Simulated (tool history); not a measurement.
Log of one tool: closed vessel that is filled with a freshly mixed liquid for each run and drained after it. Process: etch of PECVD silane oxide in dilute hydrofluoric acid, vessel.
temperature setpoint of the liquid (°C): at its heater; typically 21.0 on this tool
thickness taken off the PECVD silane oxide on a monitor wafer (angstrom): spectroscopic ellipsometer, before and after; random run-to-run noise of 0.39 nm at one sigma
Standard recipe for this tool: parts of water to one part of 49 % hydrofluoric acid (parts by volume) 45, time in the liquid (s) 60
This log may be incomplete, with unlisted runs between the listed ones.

run,hour,temperature setpoint of the liquid (°C),parts of water to one part of 49 % hydrofluoric acid (parts by volume),time in the liquid (s),wafers since the last listed run,hours since the thermometer was replaced,hours since the hydrofluoric acid flow meter was replaced,hours since the gauge calibration,"read-back film thickness of the PECVD silane oxide reference wafer, read on the same gauge (nm)",thickness taken off the PECVD silane oxide on a monitor wafer (angstrom)
1,0.0,21.0,45,60,0,2767.4,1509.5,344.9,100.01,587.2
2,14.2,21.0,45,60,923,2781.6,1523.7,359.1,100.00,579.2
3,48.0,23.5,45,60,2198,2815.4,1557.5,392.9,100.00,651.9
4,81.8,23.5,45,60,2198,2849.2,1591.3,426.7,100.00,642.5
5,99.9,21.0,45,60,1177,2867.3,1609.4,444.8,100.00,589.8
6,122.7,21.0,45,60,1482,2890.1,1632.2,467.6,100.02,592.2
7,158.2,21.0,45,60,2308,2925.6,1667.7,503.1,100.02,589.3
8,173.8,21.0,45,60,1014,2941.2,1683.3,518.7,100.00,589.8
9,245.9,21.0,45,60,4688,3013.3,1755.4,590.8,99.98,584.6
10,260.7,21.0,45,60,962,3028.1,1770.2,605.6,100.00,589.8
11,292.5,21.0,45,60,2068,3059.9,1802.0,637.4,100.01,588.4
# hour 294.1: thermometer replaced
12,320.7,21.0,45,60,1768,26.6,1830.2,665.6,99.98,591.6
13,340.2,21.0,45,60,1268,46.1,1849.7,685.1,100.02,597.6
14,365.0,18.0,45,60,1612,70.9,1874.5,709.9,100.00,515.8
15,384.3,18.0,45,60,1255,90.2,1893.8,729.2,100.00,520.5
16,406.1,18.0,45,60,1417,112.0,1915.6,751.0,99.99,516.3
# hour 432.4: hydrofluoric acid flow meter replaced
17,442.0,24.5,45,60,2269,147.9,9.6,786.9,100.01,644.4
18,459.8,22.5,50,60,1157,165.7,27.4,804.7,99.99,536.7
# hour 482.9: gauge calibrated
19,486.7,21.0,40,90,1749,192.6,54.3,3.8,100.01,954.5
20,520.9,24.0,55,70,2224,226.8,88.5,38.0,100.00,602.5
21,537.2,21.0,45,60,1060,243.1,104.8,54.3,99.99,564.2
22,567.1,21.0,35,50,1944,273.0,134.7,84.2,99.99,614.2
23,581.9,17.5,45,90,962,287.8,149.5,99.0,100.01,729.9
24,606.9,24.0,55,70,1625,312.8,174.5,124.0,99.98,601.0

What will run 25 give?
25,628.8,23.5,40,45,1424,334.7,196.4,145.9,?,?

read-back film thickness of the PECVD silane oxide reference wafer, read on the same gauge (nm): 99.98
thickness taken off the PECVD silane oxide on a monitor wafer (angstrom): 533.8
Were there no unlogged condition in the tool, this run, its random variation unchanged, would have produced thickness taken off the PECVD silane oxide on a monitor wafer (angstrom) 528.8.

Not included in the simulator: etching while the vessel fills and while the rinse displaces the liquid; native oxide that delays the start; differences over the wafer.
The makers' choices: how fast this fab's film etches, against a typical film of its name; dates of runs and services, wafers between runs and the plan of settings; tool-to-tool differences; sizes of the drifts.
